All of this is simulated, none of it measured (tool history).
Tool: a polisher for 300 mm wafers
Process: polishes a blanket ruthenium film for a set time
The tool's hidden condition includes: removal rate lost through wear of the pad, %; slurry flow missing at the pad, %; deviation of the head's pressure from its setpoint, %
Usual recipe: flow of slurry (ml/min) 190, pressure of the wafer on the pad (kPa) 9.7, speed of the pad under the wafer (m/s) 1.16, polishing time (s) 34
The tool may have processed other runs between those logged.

run   hour  flow of slurry (ml/min)  pressure of the wafer on the pad (kPa)  speed of the pad under the wafer (m/s)  polishing time (s)  wafers since the last listed run  wafers polished on this pad  hours since the slurry nozzle was cleaned  hours since the head pressure was calibrated  incoming thickness of the incoming film, nm  film removed (angstrom)
  1      0                      190                                     9.7                                    1.44                  34                                 0                          382                                      477.3                                        1081.7                                        409.3                      399
  2    6.5                      190                                     9.7                                    1.44                  34                                90                          473                                      483.8                                        1088.2                                        406.9                      399
      15.9  -- worn pad replaced by a new one
  3   24.2                      190                                     9.7                                    1.44                  34                               191                          115                                      501.5                                        1105.9                                        406.5                      413
  4   41.6                      190                                     9.7                                    1.16                  34                               243                          359                                      518.9                                        1123.3                                          410                      318
  5   59.4                      190                                     9.7                                    1.16                  34                               249                          608                                      536.7                                        1141.1                                          415                      317
      64.8  -- worn pad replaced by a new one
  6   72.9                      190                                     9.7                                    1.16                  34                               132                          112                                      550.2                                        1154.6                                        412.2                      332
  7   85.8                      190                                     9.7                                    1.16                  34                               180                          293                                      563.1                                        1167.5                                          405                      321
  8   96.2                      190                                     9.7                                    1.16                  34                               145                          438                                      573.5                                        1177.9                                        406.4                      317
     101.6  -- worn pad replaced by a new one
  9  109.3                      190                                     9.7                                    1.16                  29                               127                          107                                      586.6                                          1191                                        409.6                      283
 10  125.2                      215                                     9.7                                    1.32                  44                               222                          329                                      602.5                                        1206.9                                        411.1                      474
     128.1  -- slurry nozzle cleaned
 11  133.1                      255                                     9.7                                    1.16                  34                                96                          426                                          5                                        1214.8                                        409.4                      327
     142.4  -- head pressure recalibrated
       148  -- worn pad replaced by a new one
 12  148.5                      190                                    12.4                                    1.46                  44                               131                            7                                       20.4                                           6.1                                        415.1                      692
 13  158.3                      190                                     9.7                                    1.16                  34                               137                          144                                       30.2                                          15.9                                        412.6                      330
 14    176                      225                                     8.3                                    1.36                  34                               247                          392                                       47.9                                          33.6                                        402.7                      331
 15  186.5                      190                                     6.2                                    0.86                  34                               146                          539                                       58.4                                          44.1                                        411.6                      162
     191.1  -- worn pad replaced by a new one
 16  195.9                      190                                    10.3                                    1.16                  34                                75                           67                                       67.8                                          53.5                                        412.5                      355
 17  211.8                      190                                     9.7                                    1.16                  34                               222                          289                                       83.7                                          69.4                                        408.8                      320

Measured result minus the same run's result without the hidden state. Both carry the same run-to-run variation, though not necessarily the same gauge scatter:
run  film removed (angstrom)
  1                      -29
  2                      -31
  3                      -17
  4                      -24
  5                      -27
  6                      -12
  7                      -21
  8                      -24
  9                       -9
 10                      -32
 11                      -24
 12                       -3
 13                      -14
 14                      -23
 15                      -13
 16                      -12
 17                      -24

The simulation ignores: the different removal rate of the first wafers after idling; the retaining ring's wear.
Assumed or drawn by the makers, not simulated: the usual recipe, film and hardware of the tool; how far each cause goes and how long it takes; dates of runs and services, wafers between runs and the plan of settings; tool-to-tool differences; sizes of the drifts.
